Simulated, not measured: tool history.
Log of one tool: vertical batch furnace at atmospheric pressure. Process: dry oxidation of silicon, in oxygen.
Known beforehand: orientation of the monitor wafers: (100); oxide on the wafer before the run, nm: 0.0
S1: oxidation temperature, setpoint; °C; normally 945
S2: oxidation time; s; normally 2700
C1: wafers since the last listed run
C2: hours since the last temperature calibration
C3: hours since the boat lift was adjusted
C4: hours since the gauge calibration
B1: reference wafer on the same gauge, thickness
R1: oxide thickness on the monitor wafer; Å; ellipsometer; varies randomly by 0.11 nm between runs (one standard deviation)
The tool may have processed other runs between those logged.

run 1 day=0.000 | S1=945 S2=2700 | C1=0 C2=3249.3 C3=2795.7 C4=850.4 | B1=24.07 | R1=256.1
run 2 day=2.612 | S1=945 S2=3270 | C1=1210 C2=3312.0 C3=2858.4 C4=913.1 | B1=24.10 | R1=291.1
run 3 day=6.638 | S1=926 S2=2700 | C1=1864 C2=3408.6 C3=2955.0 C4=1009.7 | B1=24.12 | R1=210.1
run 4 day=8.408 | S1=945 S2=2700 | C1=820 C2=3451.1 C3=2997.5 C4=1052.2 | B1=24.10 | R1=255.9
run 5 day=12.017 | S1=945 S2=2700 | C1=1671 C2=3537.7 C3=3084.1 C4=1138.8 | B1=24.09 | R1=255.9
run 6 day=13.654 | S1=945 S2=2700 | C1=758 C2=3577.0 C3=3123.4 C4=1178.1 | B1=24.12 | R1=255.7
run 7 day=18.096 | S1=945 S2=2700 | C1=2057 C2=3683.6 C3=3230.0 C4=1284.7 | B1=24.09 | R1=254.2
run 8 day=19.879 | S1=945 S2=2700 | C1=826 C2=3726.4 C3=3272.8 C4=1327.5 | B1=24.11 | R1=253.0
-- day=22.167 boat lift adjusted
run 9 day=23.708 | S1=945 S2=2700 | C1=1310 C2=3818.3 C3=37.0 C4=1419.4 | B1=24.11 | R1=265.6
-- day=25.875 gauge calibrated
run 10 day=26.975 | S1=945 S2=2700 | C1=1513 C2=3896.7 C3=115.4 C4=26.4 | B1=24.10 | R1=264.8
run 11 day=29.788 | S1=945 S2=2700 | C1=1303 C2=3964.2 C3=182.9 C4=93.9 | B1=24.09 | R1=264.5

Predict the results of run 12:
run 12 day=33.062 | S1=945 S2=2700 | C1=1517 C2=4042.8 C3=261.5 C4=172.5 | B1=? | R1=?

{"run 12": {"B1": 24.05, "R1": 268.1}}
With the hidden condition absent and the run-to-run variation left alone, this run would have shown R1 253.8 Å.
